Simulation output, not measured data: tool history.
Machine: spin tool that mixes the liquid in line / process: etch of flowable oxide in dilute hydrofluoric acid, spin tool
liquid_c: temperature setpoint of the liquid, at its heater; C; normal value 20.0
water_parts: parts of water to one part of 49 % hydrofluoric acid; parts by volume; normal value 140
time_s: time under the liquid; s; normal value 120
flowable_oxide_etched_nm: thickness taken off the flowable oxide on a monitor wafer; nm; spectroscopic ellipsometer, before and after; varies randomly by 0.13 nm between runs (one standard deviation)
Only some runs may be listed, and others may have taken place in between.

run,hour,liquid_c,water_parts,time_s,"read-back film thickness of the flowable oxide reference wafer, read on the same gauge (nm)",flowable_oxide_etched_nm
1,0.0,20.0,140,120,132.82,22.59
2,107.6,19.0,140,120,133.12,21.66
3,174.1,19.0,140,120,133.33,21.86
4,222.5,19.0,140,120,133.46,21.88
5,328.0,20.0,140,120,133.79,22.46
6,422.0,20.0,140,120,134.08,22.72
# hour 478.2: hydrofluoric acid flow meter replaced
7,528.5,20.0,140,120,134.38,22.91
8,595.3,20.0,140,120,134.60,23.10
# hour 617.0: thermometer replaced
9,689.6,20.0,140,120,134.84,22.93
# hour 726.5: gauge calibrated
10,797.2,20.0,140,120,130.58,22.22
11,839.2,22.5,90,150,130.71,51.07
12,920.1,17.0,205,90,130.95,9.51
13,999.4,17.0,140,120,131.19,19.76
14,1044.4,21.5,120,190,131.32,44.81
15,1118.0,20.0,140,120,131.55,22.44
16,1176.6,20.0,195,120,131.71,15.42
17,1307.9,20.0,195,120,132.12,15.14
18,1354.0,18.5,140,95,132.25,16.73
19,1404.8,17.0,140,80,132.40,13.27

Alternative continuations, all from the tool just after run 19; predict every row:
A,1405.2,20.0,140,165,?,?
B,1405.2,17.0,100,160,?,?
C,1405.2,17.0,200,65,?,?
D,1405.2,20.0,85,120,?,?
E,1405.2,20.0,95,120,?,?

run,"read-back film thickness of the flowable oxide reference wafer, read on the same gauge (nm)",flowable_oxide_etched_nm
A,132.39,31.01
B,132.39,38.80
C,132.39,7.15
D,132.39,39.45
E,132.39,34.90
Without the tool's unlogged condition, the same runs would have read:
run,flowable_oxide_etched_nm
A,30.44
B,38.10
C,7.02
D,38.74
E,34.27

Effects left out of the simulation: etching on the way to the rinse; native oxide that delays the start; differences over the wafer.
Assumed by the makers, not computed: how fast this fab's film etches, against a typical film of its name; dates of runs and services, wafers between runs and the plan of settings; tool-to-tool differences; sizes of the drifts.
